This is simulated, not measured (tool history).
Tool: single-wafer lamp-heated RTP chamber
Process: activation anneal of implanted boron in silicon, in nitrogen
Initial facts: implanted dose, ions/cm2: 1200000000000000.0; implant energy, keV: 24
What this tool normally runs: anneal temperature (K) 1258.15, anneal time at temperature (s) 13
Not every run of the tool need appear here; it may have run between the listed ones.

run,hour,anneal temperature (K),anneal time at temperature (s),"read-back reference wafer on the same gauge, sheet resistance",sheet resistance of the implanted and annealed layer (ohm/square)
1,0.0,1258.15,13,103.99,110.36
2,80.4,1258.15,13,103.62,110.23
3,137.2,1240.15,13,104.12,125.90
4,225.9,1251.15,13,103.91,114.52
# hour 272.7: pyrometer window cleaned and pyrometer calibrated
5,277.3,1251.15,13,103.76,115.23
# hour 288.1: reflector plate cleaned
6,349.6,1251.15,13,104.08,116.27
7,395.3,1238.15,13,103.81,128.70
8,452.8,1238.15,13,104.18,129.72
9,551.9,1276.15,13,103.86,102.56
10,651.8,1280.15,13,104.06,101.52
11,821.6,1280.15,13,104.11,100.73
12,862.8,1279.15,13,104.03,100.83
# hour 917.6: pyrometer window cleaned and pyrometer calibrated
13,930.0,1279.15,13,104.23,102.05
14,979.5,1269.15,20,104.32,102.69
# hour 1054.3: reflector plate cleaned
15,1070.0,1258.15,19,103.80,108.24
16,1130.6,1258.15,7,103.97,114.00
17,1201.6,1258.15,20,103.93,107.57
18,1266.1,1283.15,13,103.91,100.00
19,1359.2,1284.15,13,103.82,100.46
20,1437.4,1258.15,13,103.89,110.86
21,1486.4,1258.15,13,104.01,109.52
# hour 1539.5: pyrometer window cleaned and pyrometer calibrated
22,1751.2,1233.15,18,104.20,131.34
# hour 1788.5: reflector plate cleaned
# hour 1806.2: gauge calibrated
23,1906.2,1258.15,18,103.75,108.57
24,1983.9,1258.15,7,104.05,113.23
25,2065.9,1241.15,10,103.98,127.83
26,2157.5,1245.15,11,104.15,122.26
27,2202.8,1279.15,19,103.87,101.16
28,2269.2,1258.15,13,103.68,109.62
29,2316.9,1258.15,13,104.01,110.56
# hour 2342.0: pyrometer window cleaned and pyrometer calibrated
30,2364.9,1234.15,18,103.97,129.90
31,2431.1,1286.15,16,103.62,100.48
32,2501.6,1229.15,10,103.93,146.20
# hour 2560.3: reflector plate cleaned
33,2594.8,1258.15,13,103.85,110.52
34,2650.4,1258.15,8,103.98,113.19
35,2720.2,1258.15,13,103.92,110.90

Alternative continuations, all from the tool just after run 35; predict every row:
A,2720.6,1258.15,13,?,?
B,2720.6,1285.15,9,?,?
C,2720.6,1248.15,8,?,?
D,2720.6,1249.15,6,?,?
E,2720.6,1278.15,7,?,?

run,"read-back reference wafer on the same gauge, sheet resistance",sheet resistance of the implanted and annealed layer (ohm/square)
A,103.98,110.31
B,103.98,100.98
C,103.98,121.81
D,103.98,122.50
E,103.98,103.38
Without the tool's unlogged condition, the same runs would have read:
run,sheet resistance of the implanted and annealed layer (ohm/square)
A,110.31
B,100.98
C,121.81
D,122.50
E,103.38

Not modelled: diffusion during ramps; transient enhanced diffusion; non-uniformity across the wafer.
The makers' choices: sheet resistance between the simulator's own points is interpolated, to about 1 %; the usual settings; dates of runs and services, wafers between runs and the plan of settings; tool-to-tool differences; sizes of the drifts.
